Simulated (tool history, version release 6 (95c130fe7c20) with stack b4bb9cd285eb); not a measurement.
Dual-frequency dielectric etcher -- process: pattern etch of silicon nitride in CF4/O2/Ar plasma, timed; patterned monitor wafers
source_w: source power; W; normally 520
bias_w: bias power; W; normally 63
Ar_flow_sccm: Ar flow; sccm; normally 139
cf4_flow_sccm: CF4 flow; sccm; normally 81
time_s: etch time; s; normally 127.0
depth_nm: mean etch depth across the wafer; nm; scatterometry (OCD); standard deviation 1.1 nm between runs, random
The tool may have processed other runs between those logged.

run,hour,source_w,bias_w,Ar_flow_sccm,cf4_flow_sccm,time_s,"read-back reference wafer on the same gauge, depth_nm",depth_nm
1,0.0,390,63,139,74,127.0,280.1,208.6
2,23.4,520,63,139,81,127.0,279.3,252.3
# hour 33.6: Ar flow controller replaced
3,50.5,430,63,154,81,127.0,279.1,221.5
4,76.1,560,78,139,81,127.0,278.7,281.6
5,98.2,520,63,139,81,127.0,278.0,250.4
6,114.9,430,57,139,81,142.5,277.8,243.0
7,132.0,450,74,123,71,127.0,276.8,240.0
8,164.4,470,71,139,71,148.5,276.4,280.0
# hour 172.4: gauge calibrated
9,182.7,580,63,126,81,127.0,290.3,286.5
10,201.4,520,63,139,89,127.0,290.1,265.7
11,222.0,520,63,139,81,127.0,290.1,260.6
12,247.8,520,63,172,99,157.5,290.5,325.5
13,279.2,520,50,139,81,127.0,290.1,246.3
14,310.3,470,63,122,81,127.0,289.9,248.4
15,337.1,520,53,120,69,127.0,290.2,248.3
16,350.2,520,63,155,62,127.0,290.0,253.4
17,376.1,520,63,139,81,127.0,289.7,262.8
18,400.6,400,63,139,72,127.0,290.0,218.3
19,430.3,520,63,167,81,164.5,289.2,333.9
20,453.6,470,58,139,95,141.5,289.4,270.7
# hour 482.4: wet clean of the chamber
21,482.9,520,53,120,69,127.0,289.7,248.8

What if the next run were any one of these 4? Each begins from the tool's condition after run 21:
A,483.4,520,63,139,81,127.0,?,?
B,483.4,630,49,157,73,127.0,?,?
C,483.4,640,63,166,64,127.0,?,?
D,483.4,610,63,139,81,127.0,?,?

run,"read-back reference wafer on the same gauge, depth_nm",depth_nm
A,289.0,264.6
B,289.0,273.7
C,289.0,290.3
D,289.0,294.5
The same runs, with their run-to-run variation unchanged, on a tool lacking any hidden condition would have given:
run,depth_nm
A,265.4
B,274.5
C,291.2
D,295.4
